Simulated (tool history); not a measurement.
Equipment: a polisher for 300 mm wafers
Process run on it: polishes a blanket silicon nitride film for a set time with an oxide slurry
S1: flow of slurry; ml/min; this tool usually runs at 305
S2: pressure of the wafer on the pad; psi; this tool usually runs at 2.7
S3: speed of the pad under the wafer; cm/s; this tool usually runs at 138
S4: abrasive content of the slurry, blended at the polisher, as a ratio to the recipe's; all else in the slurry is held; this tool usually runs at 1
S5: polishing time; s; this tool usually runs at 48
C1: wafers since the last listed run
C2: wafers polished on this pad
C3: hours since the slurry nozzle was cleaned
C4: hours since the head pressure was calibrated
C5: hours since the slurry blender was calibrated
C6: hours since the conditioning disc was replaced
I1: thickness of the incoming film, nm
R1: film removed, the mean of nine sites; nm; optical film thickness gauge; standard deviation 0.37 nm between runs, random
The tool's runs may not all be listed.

| run | hour | S1 | S2 | S3 | S4 | S5 | C1 | C2 | C3 | C4 | C5 | C6 | I1 | R1 |
|---|---|---|---|---|---|---|---|---|---|---|---|---|---|---|
| 1 | 0 | 305 | 2.7 | 138 | 1 | 48 | 0 | 438 | 144.1 | 546.2 | 123.1 | 55.9 | 508.4 | 21.8 |
| 2 | 17.6 | 305 | 2.7 | 138 | 1 | 48 | 245 | 684 | 161.7 | 563.8 | 140.7 | 73.5 | 516.2 | 21.1 |
|  | 33.7 | worn pad replaced by a new one |
| 3 | 43.8 | 305 | 2.7 | 138 | 1 | 48 | 310 | 141 | 187.9 | 590 | 166.9 | 99.7 | 502.8 | 21.4 |
| 4 | 66.5 | 305 | 2.7 | 138 | 1 | 48 | 316 | 458 | 210.6 | 612.7 | 189.6 | 122.4 | 504.7 | 21.2 |
| 5 | 95.1 | 305 | 2.7 | 138 | 1 | 48 | 399 | 857 | 239.2 | 641.3 | 218.2 | 151 | 505.4 | 20.8 |
|  | 101.9 | worn pad replaced by a new one |
|  | 102.2 | head pressure recalibrated |
| 6 | 109.8 | 305 | 2.7 | 170 | 1 | 48 | 145 | 106 | 253.9 | 7.6 | 232.9 | 165.7 | 510.8 | 26.3 |
|  | 139 | slurry blender recalibrated |
| 7 | 140.8 | 305 | 2.7 | 138 | 1 | 48 | 404 | 511 | 284.9 | 38.6 | 1.8 | 196.7 | 507 | 25.8 |
|  | 164.8 | worn pad replaced by a new one |
|  | 168.2 | slurry nozzle cleaned |
| 8 | 174.5 | 400 | 2.7 | 138 | 1 | 41 | 400 | 121 | 6.3 | 72.3 | 35.5 | 230.4 | 521 | 21.7 |
|  | 189.2 | conditioning disc replaced and pad reconditioned |
| 9 | 199.9 | 305 | 2.7 | 170 | 1 | 48 | 326 | 448 | 31.7 | 97.7 | 60.9 | 10.7 | 509.2 | 27.2 |
| 10 | 212.6 | 305 | 2.7 | 156 | 1 | 48 | 177 | 625 | 44.4 | 110.4 | 73.6 | 23.4 | 507.1 | 25.4 |
|  | 224.4 | worn pad replaced by a new one |
| 11 | 226.3 | 330 | 2.5 | 180 | 1 | 62 | 135 | 26 | 58.1 | 124.1 | 87.3 | 37.1 | 519.5 | 33.6 |
| 12 | 246.1 | 250 | 1.9 | 138 | 1 | 61 | 276 | 303 | 77.9 | 143.9 | 107.1 | 56.9 | 504.1 | 21.6 |
| 13 | 265 | 305 | 2.4 | 186 | 1.3 | 55 | 263 | 567 | 96.8 | 162.8 | 126 | 75.8 | 509.5 | 31.6 |
|  | 280.7 | worn pad replaced by a new one |
| 14 | 292 | 305 | 2.7 | 138 | 1 | 48 | 321 | 158 | 123.8 | 189.8 | 153 | 102.8 | 512.7 | 23.2 |

Forecast each of these 3 alternatives for the next run:
| A | 292.4 | 265 | 2.7 | 138 | 1 | 48 | 5 | 163 | 124.2 | 190.2 | 153.4 | 103.2 | 515.5 | ? |
| B | 292.4 | 400 | 2.7 | 158 | 0.75 | 41 | 5 | 163 | 124.2 | 190.2 | 153.4 | 103.2 | 515.5 | ? |
| C | 292.4 | 305 | 2.7 | 94 | 1.3 | 48 | 5 | 163 | 124.2 | 190.2 | 153.4 | 103.2 | 515.5 | ? |

| run | R1 |
|---|---|
| A | 23.2 |
| B | 19.4 |
| C | 21.9 |
What these runs would have given with no unlogged condition in the tool:
| run | R1 |
|---|---|
| A | 25.5 |
| B | 21.5 |
| C | 23.8 |
